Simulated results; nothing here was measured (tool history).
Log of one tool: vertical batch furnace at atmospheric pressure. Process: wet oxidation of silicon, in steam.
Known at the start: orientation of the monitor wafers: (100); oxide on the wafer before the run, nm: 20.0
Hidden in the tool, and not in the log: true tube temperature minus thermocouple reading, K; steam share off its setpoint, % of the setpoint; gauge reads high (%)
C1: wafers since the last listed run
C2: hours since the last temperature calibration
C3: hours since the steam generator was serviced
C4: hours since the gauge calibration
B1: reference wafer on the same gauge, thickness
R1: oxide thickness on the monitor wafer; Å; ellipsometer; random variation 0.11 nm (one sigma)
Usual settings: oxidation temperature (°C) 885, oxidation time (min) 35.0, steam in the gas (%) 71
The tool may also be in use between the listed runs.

run 1 hour=0.0 | oxidation_temperature_(°C)=885 oxidation_time_(min)=35.0 steam_in_the_gas_(%)=71 | C1=0 C2=2661.9 C3=1882.3 C4=104.2 | B1=85.50 | R1=727.3
run 2 hour=39.1 | oxidation_temperature_(°C)=885 oxidation_time_(min)=35.0 steam_in_the_gas_(%)=71 | C1=531 C2=2701.0 C3=1921.4 C4=143.3 | B1=85.53 | R1=726.7
run 3 hour=52.4 | oxidation_temperature_(°C)=885 oxidation_time_(min)=35.0 steam_in_the_gas_(%)=71 | C1=180 C2=2714.3 C3=1934.7 C4=156.6 | B1=85.49 | R1=727.2
run 4 hour=61.1 | oxidation_temperature_(°C)=867 oxidation_time_(min)=35.0 steam_in_the_gas_(%)=71 | C1=118 C2=2723.0 C3=1943.4 C4=165.3 | B1=85.54 | R1=588.8
run 5 hour=78.4 | oxidation_temperature_(°C)=865 oxidation_time_(min)=43.0 steam_in_the_gas_(%)=71 | C1=235 C2=2740.3 C3=1960.7 C4=182.6 | B1=85.49 | R1=659.3
-- hour=122.2 thermocouples replaced and temperature profile calibrated
run 6 hour=122.7 | oxidation_temperature_(°C)=865 oxidation_time_(min)=43.0 steam_in_the_gas_(%)=71 | C1=276 C2=0.5 C3=2005.0 C4=226.9 | B1=85.50 | R1=622.5
-- hour=124.9 gauge calibrated
run 7 hour=126.4 | oxidation_temperature_(°C)=865 oxidation_time_(min)=43.0 steam_in_the_gas_(%)=71 | C1=50 C2=4.2 C3=2008.7 C4=1.5 | B1=85.48 | R1=620.6
run 8 hour=135.9 | oxidation_temperature_(°C)=885 oxidation_time_(min)=35.0 steam_in_the_gas_(%)=71 | C1=129 C2=13.7 C3=2018.2 C4=11.0 | B1=85.49 | R1=686.6
run 9 hour=151.1 | oxidation_temperature_(°C)=885 oxidation_time_(min)=35.0 steam_in_the_gas_(%)=71 | C1=206 C2=28.9 C3=2033.4 C4=26.2 | B1=85.51 | R1=685.3
run 10 hour=163.8 | oxidation_temperature_(°C)=885 oxidation_time_(min)=41.0 steam_in_the_gas_(%)=82 | C1=172 C2=41.6 C3=2046.1 C4=38.9 | B1=85.52 | R1=850.4
-- hour=194.0 steam generator serviced
run 11 hour=194.5 | oxidation_temperature_(°C)=885 oxidation_time_(min)=35.0 steam_in_the_gas_(%)=71 | C1=91 C2=72.3 C3=0.5 C4=69.6 | B1=85.49 | R1=729.1
run 12 hour=198.2 | oxidation_temperature_(°C)=905 oxidation_time_(min)=35.0 steam_in_the_gas_(%)=71 | C1=50 C2=76.0 C3=4.2 C4=73.3 | B1=85.48 | R1=928.0
run 13 hour=201.9 | oxidation_temperature_(°C)=869 oxidation_time_(min)=21.0 steam_in_the_gas_(%)=65 | C1=50 C2=79.7 C3=7.9 C4=77.0 | B1=85.49 | R1=422.4
run 14 hour=215.5 | oxidation_temperature_(°C)=869 oxidation_time_(min)=44.0 steam_in_the_gas_(%)=80 | C1=184 C2=93.3 C3=21.5 C4=90.6 | B1=85.50 | R1=768.1
run 15 hour=231.0 | oxidation_temperature_(°C)=876 oxidation_time_(min)=35.0 steam_in_the_gas_(%)=71 | C1=210 C2=108.8 C3=37.0 C4=106.1 | B1=85.50 | R1=654.2
run 16 hour=241.5 | oxidation_temperature_(°C)=892 oxidation_time_(min)=51.5 steam_in_the_gas_(%)=83 | C1=142 C2=119.3 C3=47.5 C4=116.6 | B1=85.50 | R1=1190.5
run 17 hour=255.0 | oxidation_temperature_(°C)=885 oxidation_time_(min)=35.0 steam_in_the_gas_(%)=71 | C1=183 C2=132.8 C3=61.0 C4=130.1 | B1=85.51 | R1=730.9
run 18 hour=265.1 | oxidation_temperature_(°C)=885 oxidation_time_(min)=35.0 steam_in_the_gas_(%)=71 | C1=137 C2=142.9 C3=71.1 C4=140.2 | B1=85.50 | R1=730.9

Measured less the same run without the tool's hidden state. The same run-to-run variation is in both; the gauge's scatter may not be:
run=1 R1=-0.2
run=2 R1=-0.3
run=3 R1=-0.4
run=4 R1=+1.1
run=5 R1=+1.3
run=6 R1=-36.0
run=7 R1=-35.8
run=8 R1=-41.1
run=9 R1=-41.1
run=10 R1=-54.5
run=11 R1=+3.6
run=12 R1=+4.4
run=13 R1=+1.6
run=14 R1=+4.0
run=15 R1=+3.1
run=16 R1=+6.2
run=17 R1=+3.5
run=18 R1=+3.5
